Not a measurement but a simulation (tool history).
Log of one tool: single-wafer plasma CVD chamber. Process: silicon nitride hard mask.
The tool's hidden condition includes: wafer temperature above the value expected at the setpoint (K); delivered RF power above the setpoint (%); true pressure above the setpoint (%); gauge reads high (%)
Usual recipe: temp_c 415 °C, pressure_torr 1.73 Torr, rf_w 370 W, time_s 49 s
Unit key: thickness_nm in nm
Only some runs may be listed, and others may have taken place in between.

run	hour	temp_c	pressure_torr	rf_w	time_s	wafers since the last listed run	hours since the last thermocouple change	hours since the last RF generator calibration	hours since the last manometer calibration	hours since the showerhead was replaced	hours since the gauge calibration	read-back reference wafer on the same gauge, thickness_nm	thickness_nm
1	0	415	1.73	415	49	0	1797.6	1328.9	995.9	3333.8	45.5	58.668	65.933
2	23.7	415	1.73	415	49	387	1821.3	1352.6	1019.6	3357.5	69.2	58.747	65.523
3	50	415	1.56	370	49	429	1847.6	1378.9	1045.9	3383.8	95.5	58.866	57.761
4	80.5	415	1.56	370	49	498	1878.1	1409.4	1076.4	3414.3	126	58.858	57.706
5	99.2	415	1.73	370	49	305	1896.8	1428.1	1095.1	3433	144.7	58.937	60.681
6	125.4	415	1.84	370	49	428	1923	1454.3	1121.3	3459.2	170.9	59.019	61.565
7	140.2	415	1.6	370	43.9	241	1937.8	1469.1	1136.1	3474	185.7	59.035	52.276
8	166.3	415	1.73	370	45.5	426	1963.9	1495.2	1162.2	3500.1	211.8	59.08	56.153
# hour 189: thermocouple changed; heater temperature recalibrated
9	192.2	415	1.96	370	45.9	292	3.2	1521.1	1188.1	3526	237.7	59.138	59.404
10	209.7	415	1.73	370	49	286	20.7	1538.6	1205.6	3543.5	255.2	59.209	60.47
11	236.9	415	1.73	370	49	444	47.9	1565.8	1232.8	3570.7	282.4	59.232	60.549
# hour 253.8: gauge calibrated
12	264.7	415	1.73	325	53.8	454	75.7	1593.6	1260.6	3598.5	10.9	58.483	58.413
# hour 273.9: capacitance manometer re-zeroed and calibrated
13	292.7	415	1.47	370	52	326	103.7	1621.6	18.8	3626.5	38.9	58.518	59.313
14	316.5	429	1.73	305	42.1	388	127.5	1645.4	42.6	3650.3	62.7	58.58	42.668

For run 15, what comes out?
# hour 358.8: RF generator calibrated
# hour 366.8: showerhead replaced
15	367.3	415	1.73	430	49	568	178.3	8.5	93.4	0.5	113.5	?	?

{"run 15": {"read-back reference wafer on the same gauge, thickness_nm": 58.664, "thickness_nm": 67.438}}
Without the tool's hidden state the same run would have given thickness_nm 67.217 nm.
